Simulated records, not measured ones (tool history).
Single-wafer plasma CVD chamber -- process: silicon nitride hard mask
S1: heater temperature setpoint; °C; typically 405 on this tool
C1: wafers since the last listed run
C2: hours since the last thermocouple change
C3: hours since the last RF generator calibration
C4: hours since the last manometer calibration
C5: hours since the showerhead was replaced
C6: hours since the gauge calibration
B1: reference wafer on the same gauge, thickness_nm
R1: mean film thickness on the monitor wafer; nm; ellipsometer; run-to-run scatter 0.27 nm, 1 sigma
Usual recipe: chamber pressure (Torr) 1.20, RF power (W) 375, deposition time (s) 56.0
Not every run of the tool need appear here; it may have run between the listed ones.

Run 1, hour 0.0: usual settings but RF power (W) 345; C1 0; C2 1584.1; C3 1402.5; C4 2227.3; C5 3345.9; C6 35.8; B1 60.423. Result: R1 66.239 nm.
Run 2, hour 58.7: usual settings but RF power (W) 345; C1 1099; C2 1642.8; C3 1461.2; C4 2286.0; C5 3404.6; C6 94.5; B1 60.298. Result: R1 66.128 nm.
Run 3, hour 162.1: usual settings but RF power (W) 345; C1 1936; C2 1746.2; C3 1564.6; C4 2389.4; C5 3508.0; C6 197.9; B1 60.394. Result: R1 65.732 nm.
Run 4, hour 249.4: usual settings; C1 1635; C2 1833.5; C3 1651.9; C4 2476.7; C5 3595.3; C6 285.2; B1 60.393. Result: R1 69.174 nm.
Run 5, hour 317.4: usual settings; C1 1273; C2 1901.5; C3 1719.9; C4 2544.7; C5 3663.3; C6 353.2; B1 60.430. Result: R1 68.787 nm.
Run 6, hour 385.0: usual settings; C1 1266; C2 1969.1; C3 1787.5; C4 2612.3; C5 3730.9; C6 420.8; B1 60.406. Result: R1 68.303 nm.
Run 7, hour 426.5: usual settings; C1 777; C2 2010.6; C3 1829.0; C4 2653.8; C5 3772.4; C6 462.3; B1 60.321. Result: R1 68.986 nm.
At hour 448.1: capacitance manometer re-zeroed and calibrated.
Run 8, hour 494.8: usual settings but chamber pressure (Torr) 1.34, RF power (W) 335; C1 1129; C2 2078.9; C3 1897.3; C4 46.7; C5 3840.7; C6 530.6; B1 60.403. Result: R1 71.288 nm.
Run 9, hour 578.3: usual settings; C1 1564; C2 2162.4; C3 1980.8; C4 130.2; C5 3924.2; C6 614.1; B1 60.333. Result: R1 70.543 nm.
Run 10, hour 618.0: usual settings; C1 743; C2 2202.1; C3 2020.5; C4 169.9; C5 3963.9; C6 653.8; B1 60.418. Result: R1 70.486 nm.
At hour 630.8: thermocouple changed; heater temperature recalibrated.
At hour 645.3: showerhead replaced.
Run 11, hour 721.7: usual settings but RF power (W) 395, deposition time (s) 48.9; C1 1642; C2 90.9; C3 2124.2; C4 273.6; C5 76.4; C6 757.5; B1 60.413. Result: R1 62.789 nm.
Run 12, hour 767.2: usual settings but chamber pressure (Torr) 1.39; C1 852; C2 136.4; C3 2169.7; C4 319.1; C5 121.9; C6 803.0; B1 60.502. Result: R1 75.443 nm.
Run 13, hour 874.5: usual settings but S1 395 °C, RF power (W) 425; C1 2009; C2 243.7; C3 2277.0; C4 426.4; C5 229.2; C6 910.3; B1 60.372. Result: R1 74.310 nm.
At hour 891.4: RF generator calibrated.
Run 14, hour 919.1: usual settings but deposition time (s) 52.8; C1 685; C2 288.3; C3 27.7; C4 471.0; C5 273.8; C6 954.9; B1 60.351. Result: R1 65.946 nm.
Run 15, hour 975.7: usual settings but S1 399 °C, chamber pressure (Torr) 1.32, RF power (W) 410, deposition time (s) 48.5; C1 1060; C2 344.9; C3 84.3; C4 527.6; C5 330.4; C6 1011.5; B1 60.377. Result: R1 66.118 nm.
Run 16, hour 1029.7: usual settings; C1 1011; C2 398.9; C3 138.3; C4 581.6; C5 384.4; C6 1065.5; B1 60.404. Result: R1 69.633 nm.
Run 17, hour 1242.4: usual settings but S1 419 °C, RF power (W) 415, deposition time (s) 60.2; C1 3984; C2 611.6; C3 351.0; C4 794.3; C5 597.1; C6 1278.2; B1 60.340. Result: R1 78.165 nm.
Run 18, hour 1298.0: usual settings but S1 416 °C; C1 1041; C2 667.2; C3 406.6; C4 849.9; C5 652.7; C6 1333.8; B1 60.362. Result: R1 69.511 nm.
Run 19, hour 1374.6: usual settings; C1 1434; C2 743.8; C3 483.2; C4 926.5; C5 729.3; C6 1410.4; B1 60.434. Result: R1 69.919 nm.
Run 20, hour 1437.6: usual settings but chamber pressure (Torr) 1.01, deposition time (s) 59.9; C1 1180; C2 806.8; C3 546.2; C4 989.5; C5 792.3; C6 1473.4; B1 60.428. Result: R1 66.649 nm.
Run 21, hour 1540.7: usual settings; C1 1931; C2 909.9; C3 649.3; C4 1092.6; C5 895.4; C6 1576.5; B1 60.457. Result: R1 69.134 nm.
Run 22, hour 1581.9: usual settings but S1 391 °C, chamber pressure (Torr) 1.03, RF power (W) 445, deposition time (s) 61.7; C1 771; C2 951.1; C3 690.5; C4 1133.8; C5 936.6; C6 1617.7; B1 60.347. Result: R1 76.372 nm.
At hour 1619.6: gauge calibrated.
Run 23, hour 1648.1: usual settings but S1 401 °C, chamber pressure (Torr) 1.07; C1 1240; C2 1017.3; C3 756.7; C4 1200.0; C5 1002.8; C6 28.5; B1 60.382. Result: R1 65.081 nm.
Run 24, hour 1705.7: usual settings but deposition time (s) 64.9; C1 1078; C2 1074.9; C3 814.3; C4 1257.6; C5 1060.4; C6 86.1; B1 60.335. Result: R1 80.838 nm.
Run 25, hour 1997.5: usual settings; C1 5465; C2 1366.7; C3 1106.1; C4 1549.4; C5 1352.2; C6 377.9; B1 60.396. Result: R1 69.240 nm.
Run 26, hour 2068.0: usual settings but S1 400 °C, RF power (W) 430, deposition time (s) 49.6; C1 1320; C2 1437.2; C3 1176.6; C4 1619.9; C5 1422.7; C6 448.4; B1 60.411. Result: R1 65.033 nm.
Run 27, hour 2173.9: usual settings but S1 393 °C, chamber pressure (Torr) 1.40, RF power (W) 415; C1 1983; C2 1543.1; C3 1282.5; C4 1725.8; C5 1528.6; C6 554.3; B1 60.388. Result: R1 77.878 nm.

Each row is a separate what-if for the run after 27, all from the same tool condition, not one after another. Results?
Run A, hour 2174.3: usual settings; C1 7; C2 1543.5; C3 1282.9; C4 1726.2; C5 1529.0; C6 554.7; B1 ?. Result: R1 ?.
Run B, hour 2174.3: usual settings but S1 401 °C, chamber pressure (Torr) 0.94, RF power (W) 305; C1 7; C2 1543.5; C3 1282.9; C4 1726.2; C5 1529.0; C6 554.7; B1 ?. Result: R1 ?.
Run C, hour 2174.3: usual settings but RF power (W) 330; C1 7; C2 1543.5; C3 1282.9; C4 1726.2; C5 1529.0; C6 554.7; B1 ?. Result: R1 ?.
Run D, hour 2174.3: usual settings but S1 397 °C, chamber pressure (Torr) 0.97; C1 7; C2 1543.5; C3 1282.9; C4 1726.2; C5 1529.0; C6 554.7; B1 ?. Result: R1 ?.
Run E, hour 2174.3: usual settings but chamber pressure (Torr) 1.37; C1 7; C2 1543.5; C3 1282.9; C4 1726.2; C5 1529.0; C6 554.7; B1 ?. Result: R1 ?.

run      B1      R1
  A  60.391  68.925
  B  60.391  54.191
  C  60.391  65.144
  D  60.391  60.828
  E  60.391  73.445
Stripped of hidden state, with their random variation kept, the same runs would have yielded:
run      R1
  A  70.911
  B  56.111
  C  67.021
  D  62.873
  E  75.399
